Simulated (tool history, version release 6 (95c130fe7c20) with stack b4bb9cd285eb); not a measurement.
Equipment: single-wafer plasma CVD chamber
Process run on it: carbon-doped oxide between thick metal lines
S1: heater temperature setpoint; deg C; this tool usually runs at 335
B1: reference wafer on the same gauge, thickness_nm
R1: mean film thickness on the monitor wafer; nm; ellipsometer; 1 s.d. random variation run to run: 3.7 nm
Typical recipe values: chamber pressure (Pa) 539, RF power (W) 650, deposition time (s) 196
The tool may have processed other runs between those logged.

run 1 hour=0.0 | S1=335 chamber_pressure_(Pa)=539 RF_power_(W)=650 deposition_time_(s)=196 | B1=1400.771 | R1=1105.746
run 2 hour=12.8 | S1=335 chamber_pressure_(Pa)=539 RF_power_(W)=650 deposition_time_(s)=196 | B1=1400.716 | R1=1108.816
run 3 hour=30.2 | S1=335 chamber_pressure_(Pa)=539 RF_power_(W)=650 deposition_time_(s)=196 | B1=1399.064 | R1=1102.184
run 4 hour=45.2 | S1=335 chamber_pressure_(Pa)=539 RF_power_(W)=650 deposition_time_(s)=196 | B1=1401.194 | R1=1108.232
run 5 hour=57.1 | S1=335 chamber_pressure_(Pa)=539 RF_power_(W)=650 deposition_time_(s)=196 | B1=1400.223 | R1=1106.435
run 6 hour=69.8 | S1=335 chamber_pressure_(Pa)=539 RF_power_(W)=650 deposition_time_(s)=196 | B1=1399.206 | R1=1097.949
run 7 hour=81.9 | S1=335 chamber_pressure_(Pa)=539 RF_power_(W)=650 deposition_time_(s)=196 | B1=1399.838 | R1=1101.354
run 8 hour=88.3 | S1=335 chamber_pressure_(Pa)=539 RF_power_(W)=650 deposition_time_(s)=196 | B1=1398.396 | R1=1108.486
run 9 hour=102.4 | S1=335 chamber_pressure_(Pa)=539 RF_power_(W)=650 deposition_time_(s)=196 | B1=1399.837 | R1=1101.607
-- hour=104.8 gauge calibrated
run 10 hour=110.2 | S1=335 chamber_pressure_(Pa)=539 RF_power_(W)=650 deposition_time_(s)=196 | B1=1398.231 | R1=1106.278
run 11 hour=122.3 | S1=335 chamber_pressure_(Pa)=539 RF_power_(W)=650 deposition_time_(s)=196 | B1=1398.409 | R1=1101.978
-- hour=130.9 capacitance manometer re-zeroed and calibrated
run 12 hour=138.9 | S1=335 chamber_pressure_(Pa)=463 RF_power_(W)=650 deposition_time_(s)=169 | B1=1401.330 | R1=922.750
run 13 hour=148.3 | S1=335 chamber_pressure_(Pa)=600 RF_power_(W)=650 deposition_time_(s)=196 | B1=1398.433 | R1=1131.526
run 14 hour=154.5 | S1=330 chamber_pressure_(Pa)=672 RF_power_(W)=715 deposition_time_(s)=223 | B1=1398.237 | R1=1453.176
run 15 hour=163.5 | S1=335 chamber_pressure_(Pa)=436 RF_power_(W)=650 deposition_time_(s)=196 | B1=1398.581 | R1=1058.427
run 16 hour=179.7 | S1=335 chamber_pressure_(Pa)=539 RF_power_(W)=650 deposition_time_(s)=196 | B1=1399.281 | R1=1102.883
-- hour=189.2 thermocouple changed; heater temperature recalibrated
run 17 hour=189.7 | S1=335 chamber_pressure_(Pa)=539 RF_power_(W)=650 deposition_time_(s)=196 | B1=1399.382 | R1=1098.702
run 18 hour=203.5 | S1=335 chamber_pressure_(Pa)=539 RF_power_(W)=650 deposition_time_(s)=196 | B1=1399.463 | R1=1108.208
-- hour=214.2 RF generator calibrated
run 19 hour=220.5 | S1=335 chamber_pressure_(Pa)=539 RF_power_(W)=770 deposition_time_(s)=225 | B1=1400.130 | R1=1564.772
-- hour=228.7 showerhead replaced, of another model than before
run 20 hour=232.0 | S1=327 chamber_pressure_(Pa)=584 RF_power_(W)=545 deposition_time_(s)=196 | B1=1400.404 | R1=1084.004
run 21 hour=246.2 | S1=340 chamber_pressure_(Pa)=457 RF_power_(W)=650 deposition_time_(s)=181 | B1=1400.559 | R1=1051.739
run 22 hour=255.4 | S1=341 chamber_pressure_(Pa)=539 RF_power_(W)=570 deposition_time_(s)=196 | B1=1400.440 | R1=1066.367
-- hour=264.2 gauge calibrated
run 23 hour=264.7 | S1=324 chamber_pressure_(Pa)=673 RF_power_(W)=760 deposition_time_(s)=175 | B1=1398.621 | R1=1242.103
run 24 hour=278.4 | S1=323 chamber_pressure_(Pa)=539 RF_power_(W)=610 deposition_time_(s)=167 | B1=1399.006 | R1=990.615
run 25 hour=284.5 | S1=342 chamber_pressure_(Pa)=615 RF_power_(W)=595 deposition_time_(s)=217 | B1=1398.998 | R1=1225.677
run 26 hour=302.5 | S1=349 chamber_pressure_(Pa)=659 RF_power_(W)=595 deposition_time_(s)=183 | B1=1401.305 | R1=1029.190
run 27 hour=309.8 | S1=322 chamber_pressure_(Pa)=539 RF_power_(W)=605 deposition_time_(s)=181 | B1=1401.183 | R1=1068.515

Each run again, without the hidden state but with its own random variation kept:
Hidden conditions of the tool in this case: wafer temperature above the value expected at the setpoint (K); delivered RF power above the setpoint (%); true pressure above the setpoint (%); gauge reads high (%).
run=1 R1=1195.880
run=2 R1=1199.408
run=3 R1=1192.505
run=4 R1=1199.278
run=5 R1=1197.509
run=6 R1=1188.505
run=7 R1=1192.361
run=8 R1=1200.171
run=9 R1=1192.912
run=10 R1=1198.074
run=11 R1=1193.573
run=12 R1=999.622
run=13 R1=1225.909
run=14 R1=1570.896
run=15 R1=1146.887
run=16 R1=1195.245
run=17 R1=1190.827
run=18 R1=1201.282
run=19 R1=1583.474
run=20 R1=1095.984
run=21 R1=1064.675
run=22 R1=1080.631
run=23 R1=1259.375
run=24 R1=1006.236
run=25 R1=1245.783
run=26 R1=1047.962
run=27 R1=1088.782
